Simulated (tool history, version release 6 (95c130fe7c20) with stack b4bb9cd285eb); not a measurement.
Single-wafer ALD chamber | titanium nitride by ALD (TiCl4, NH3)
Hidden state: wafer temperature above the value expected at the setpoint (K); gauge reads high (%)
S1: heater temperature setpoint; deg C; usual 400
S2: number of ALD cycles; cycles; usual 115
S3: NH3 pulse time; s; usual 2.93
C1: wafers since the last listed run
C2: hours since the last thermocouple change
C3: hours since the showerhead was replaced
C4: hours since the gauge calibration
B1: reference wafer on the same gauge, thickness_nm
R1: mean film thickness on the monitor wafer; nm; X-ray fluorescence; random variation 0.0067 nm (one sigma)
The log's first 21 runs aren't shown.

run,hour,S1,S2,S3,C1,C2,C3,C4,B1,R1
22,552.2,400,115,2.93,46,1335.9,254.0,950.0,2.709,2.659
23,575.6,400,126,2.27,37,1359.3,277.4,973.4,2.711,2.881
24,602.2,394,115,2.93,42,1385.9,304.0,1000.0,2.710,2.656
25,619.5,394,115,2.93,27,1403.2,321.3,1017.3,2.709,2.654
26,647.0,400,136,2.93,44,1430.7,348.8,1044.8,2.710,3.164
27,678.1,388,115,4.01,50,1461.8,379.9,1075.9,2.712,2.678
# hour 679.7: gauge calibrated
28,691.3,400,115,2.93,21,1475.0,393.1,11.6,2.710,2.670
29,722.6,414,102,3.71,50,1506.3,424.4,42.9,2.708,2.383
30,743.9,400,121,2.61,34,1527.6,445.7,64.2,2.709,2.794
31,760.0,413,115,2.93,25,1543.7,461.8,80.3,2.708,2.673
32,792.6,400,122,2.93,52,1576.3,494.4,112.9,2.711,2.829
33,828.4,412,115,3.77,57,1612.1,530.2,148.7,2.714,2.690
# hour 861.9: thermocouple changed; heater temperature recalibrated
34,862.4,400,127,2.93,41,0.5,564.2,182.7,2.710,2.939
35,962.3,406,122,3.70,160,100.4,664.1,282.6,2.713,2.853
36,994.2,412,115,2.93,51,132.3,696.0,314.5,2.707,2.683
37,1012.4,400,115,2.05,29,150.5,714.2,332.7,2.710,2.629
38,1034.5,393,95,3.64,35,172.6,736.3,354.8,2.709,2.210
39,1054.2,405,97,1.84,31,192.3,756.0,374.5,2.711,2.204
40,1069.9,393,127,2.93,25,208.0,771.7,390.2,2.710,2.930
41,1096.0,392,115,3.56,42,234.1,797.8,416.3,2.708,2.675

3 ways to go on from here, each from the tool as it stands after run 41. What would each give?
A,1096.7,400,115,2.93,1,234.8,798.5,417.0,?,?
B,1096.7,388,115,2.93,1,234.8,798.5,417.0,?,?
C,1096.7,412,100,3.43,1,234.8,798.5,417.0,?,?

run,B1,R1
A,2.709,2.674
B,2.709,2.651
C,2.709,2.341
Without the tool's hidden state the same runs would have given:
run,R1
A,2.674
B,2.651
C,2.341
